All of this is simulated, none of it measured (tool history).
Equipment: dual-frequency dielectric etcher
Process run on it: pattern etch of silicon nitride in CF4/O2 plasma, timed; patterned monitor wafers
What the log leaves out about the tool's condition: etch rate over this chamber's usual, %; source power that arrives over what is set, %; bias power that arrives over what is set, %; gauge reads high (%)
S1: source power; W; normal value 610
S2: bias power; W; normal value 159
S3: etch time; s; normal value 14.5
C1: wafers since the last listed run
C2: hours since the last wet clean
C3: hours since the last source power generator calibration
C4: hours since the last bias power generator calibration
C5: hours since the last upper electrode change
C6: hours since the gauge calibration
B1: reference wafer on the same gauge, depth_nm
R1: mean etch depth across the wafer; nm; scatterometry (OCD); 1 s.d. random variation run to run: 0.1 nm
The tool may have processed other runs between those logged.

{"run": 1, "day": 0.0, "S1": 510, "S2": 159, "S3": 14.5, "C1": 0, "C2": 360.5, "C3": 3292.6, "C4": 3921.1, "C5": 2859.0, "C6": 392.3, "B1": 28.14, "R1": 29.08}
{"run": 2, "day": 0.738, "S1": 610, "S2": 159, "S3": 14.5, "C1": 311, "C2": 378.2, "C3": 3310.3, "C4": 3938.8, "C5": 2876.7, "C6": 410.0, "B1": 28.13, "R1": 33.6}
{"day": 1.817, "done": "gauge calibrated"}
{"run": 3, "day": 2.083, "S1": 610, "S2": 159, "S3": 14.5, "C1": 568, "C2": 410.5, "C3": 3342.6, "C4": 3971.1, "C5": 2909.0, "C6": 6.4, "B1": 28.13, "R1": 33.77}
{"run": 4, "day": 2.892, "S1": 710, "S2": 159, "S3": 14.5, "C1": 341, "C2": 429.9, "C3": 3362.0, "C4": 3990.5, "C5": 2928.4, "C6": 25.8, "B1": 28.12, "R1": 38.23}
{"run": 5, "day": 3.9, "S1": 710, "S2": 159, "S3": 14.5, "C1": 425, "C2": 454.1, "C3": 3386.2, "C4": 4014.7, "C5": 2952.6, "C6": 50.0, "B1": 28.08, "R1": 38.35}
{"day": 5.462, "done": "source power generator calibrated"}
{"day": 5.758, "done": "wet clean of the chamber"}
{"run": 6, "day": 5.779, "S1": 710, "S2": 159, "S3": 14.5, "C1": 597, "C2": 0.5, "C3": 7.6, "C4": 4059.8, "C5": 2997.7, "C6": 95.1, "B1": 28.09, "R1": 38.42}
{"run": 7, "day": 5.796, "S1": 610, "S2": 159, "S3": 14.5, "C1": 7, "C2": 0.9, "C3": 8.0, "C4": 4060.2, "C5": 2998.1, "C6": 95.5, "B1": 28.11, "R1": 33.82}
{"run": 8, "day": 6.429, "S1": 610, "S2": 159, "S3": 14.5, "C1": 267, "C2": 16.1, "C3": 23.2, "C4": 4075.4, "C5": 3013.3, "C6": 110.7, "B1": 28.12, "R1": 33.58}
{"day": 7.221, "done": "bias power generator calibrated"}
{"run": 9, "day": 7.758, "S1": 610, "S2": 159, "S3": 14.5, "C1": 490, "C2": 48.0, "C3": 55.1, "C4": 12.9, "C5": 3045.2, "C6": 142.6, "B1": 28.09, "R1": 33.81}
{"run": 10, "day": 8.438, "S1": 610, "S2": 150, "S3": 14.5, "C1": 286, "C2": 64.3, "C3": 71.4, "C4": 29.2, "C5": 3061.5, "C6": 158.9, "B1": 28.08, "R1": 33.52}
{"run": 11, "day": 9.371, "S1": 610, "S2": 150, "S3": 14.5, "C1": 394, "C2": 86.7, "C3": 93.8, "C4": 51.6, "C5": 3083.9, "C6": 181.3, "B1": 28.1, "R1": 33.47}
{"run": 12, "day": 10.625, "S1": 610, "S2": 150, "S3": 14.5, "C1": 529, "C2": 116.8, "C3": 123.9, "C4": 81.7, "C5": 3114.0, "C6": 211.4, "B1": 28.1, "R1": 33.29}
{"day": 11.775, "done": "upper electrode replaced"}
{"run": 13, "day": 11.796, "S1": 610, "S2": 159, "S3": 14.5, "C1": 72, "C2": 144.9, "C3": 152.0, "C4": 109.8, "C5": 0.5, "C6": 239.5, "B1": 28.13, "R1": 33.59}
{"run": 14, "day": 12.679, "S1": 690, "S2": 126, "S3": 14.5, "C1": 372, "C2": 166.1, "C3": 173.2, "C4": 131.0, "C5": 21.7, "C6": 260.7, "B1": 28.08, "R1": 36.03}
{"run": 15, "day": 13.696, "S1": 610, "S2": 159, "S3": 14.5, "C1": 429, "C2": 190.5, "C3": 197.6, "C4": 155.4, "C5": 46.1, "C6": 285.1, "B1": 28.13, "R1": 33.86}
{"run": 16, "day": 14.483, "S1": 540, "S2": 176, "S3": 14.5, "C1": 332, "C2": 209.4, "C3": 216.5, "C4": 174.3, "C5": 65.0, "C6": 304.0, "B1": 28.1, "R1": 31.01}
{"run": 17, "day": 15.079, "S1": 610, "S2": 159, "S3": 14.5, "C1": 251, "C2": 223.7, "C3": 230.8, "C4": 188.6, "C5": 79.3, "C6": 318.3, "B1": 28.08, "R1": 33.71}
{"run": 18, "day": 16.554, "S1": 610, "S2": 159, "S3": 14.5, "C1": 622, "C2": 259.1, "C3": 266.2, "C4": 224.0, "C5": 114.7, "C6": 353.7, "B1": 28.1, "R1": 33.83}
{"run": 19, "day": 17.333, "S1": 540, "S2": 159, "S3": 14.5, "C1": 328, "C2": 277.8, "C3": 284.9, "C4": 242.7, "C5": 133.4, "C6": 372.4, "B1": 28.09, "R1": 30.47}
{"run": 20, "day": 17.9, "S1": 550, "S2": 135, "S3": 10.5, "C1": 239, "C2": 291.4, "C3": 298.5, "C4": 256.3, "C5": 147.0, "C6": 386.0, "B1": 28.11, "R1": 21.86}
{"run": 21, "day": 19.162, "S1": 610, "S2": 159, "S3": 14.5, "C1": 532, "C2": 321.7, "C3": 328.8, "C4": 286.6, "C5": 177.3, "C6": 416.3, "B1": 28.06, "R1": 33.74}
{"day": 19.562, "done": "gauge calibrated"}
{"run": 22, "day": 20.046, "S1": 550, "S2": 196, "S3": 12.5, "C1": 372, "C2": 342.9, "C3": 350.0, "C4": 307.8, "C5": 198.5, "C6": 11.6, "B1": 28.11, "R1": 27.78}
{"run": 23, "day": 20.954, "S1": 490, "S2": 187, "S3": 11.5, "C1": 383, "C2": 364.7, "C3": 371.8, "C4": 329.6, "C5": 220.3, "C6": 33.4, "B1": 28.1, "R1": 23.0}
{"run": 24, "day": 22.062, "S1": 610, "S2": 159, "S3": 14.5, "C1": 467, "C2": 391.3, "C3": 398.4, "C4": 356.2, "C5": 246.9, "C6": 60.0, "B1": 28.07, "R1": 33.74}
{"run": 25, "day": 23.1, "S1": 560, "S2": 127, "S3": 12.5, "C1": 437, "C2": 416.2, "C3": 423.3, "C4": 381.1, "C5": 271.8, "C6": 84.9, "B1": 28.12, "R1": 26.14}
{"day": 24.212, "done": "wet clean of the chamber"}
{"run": 26, "day": 24.233, "S1": 550, "S2": 185, "S3": 11.0, "C1": 56, "C2": 0.5, "C3": 450.5, "C4": 408.3, "C5": 299.0, "C6": 112.1, "B1": 28.11, "R1": 24.13}
{"run": 27, "day": 24.996, "S1": 520, "S2": 133, "S3": 16.5, "C1": 321, "C2": 18.8, "C3": 468.8, "C4": 426.6, "C5": 317.3, "C6": 130.4, "B1": 28.11, "R1": 32.58}
{"run": 28, "day": 25.742, "S1": 610, "S2": 159, "S3": 14.5, "C1": 314, "C2": 36.7, "C3": 486.7, "C4": 444.5, "C5": 335.2, "C6": 148.3, "B1": 28.11, "R1": 33.64}
{"run": 29, "day": 26.704, "S1": 610, "S2": 172, "S3": 14.5, "C1": 406, "C2": 59.8, "C3": 509.8, "C4": 467.6, "C5": 358.3, "C6": 171.4, "B1": 28.1, "R1": 34.23}

Alternative continuations, all from the tool just after run 29; predict every row:
{"run": "A", "day": 26.721, "S1": 610, "S2": 159, "S3": 14.5, "C1": 7, "C2": 60.2, "C3": 510.2, "C4": 468.0, "C5": 358.7, "C6": 171.8, "B1": "?", "R1": "?"}
{"run": "B", "day": 26.721, "S1": 750, "S2": 173, "S3": 18.5, "C1": 7, "C2": 60.2, "C3": 510.2, "C4": 468.0, "C5": 358.7, "C6": 171.8, "B1": "?", "R1": "?"}
{"run": "C", "day": 26.721, "S1": 750, "S2": 159, "S3": 14.5, "C1": 7, "C2": 60.2, "C3": 510.2, "C4": 468.0, "C5": 358.7, "C6": 171.8, "B1": "?", "R1": "?"}
{"run": "D", "day": 26.721, "S1": 470, "S2": 159, "S3": 14.5, "C1": 7, "C2": 60.2, "C3": 510.2, "C4": 468.0, "C5": 358.7, "C6": 171.8, "B1": "?", "R1": "?"}
{"run": "E", "day": 26.721, "S1": 570, "S2": 142, "S3": 10.0, "C1": 7, "C2": 60.2, "C3": 510.2, "C4": 468.0, "C5": 358.7, "C6": 171.8, "B1": "?", "R1": "?"}

run=A B1=28.09 R1=33.68
run=B B1=28.09 R1=51.91
run=C B1=28.09 R1=40.06
run=D B1=28.09 R1=27.14
run=E B1=28.09 R1=21.52
Had the tool no hidden state, the same runs would have come out as:
run=A R1=33.68
run=B R1=51.91
run=C R1=40.06
run=D R1=27.14
run=E R1=21.52
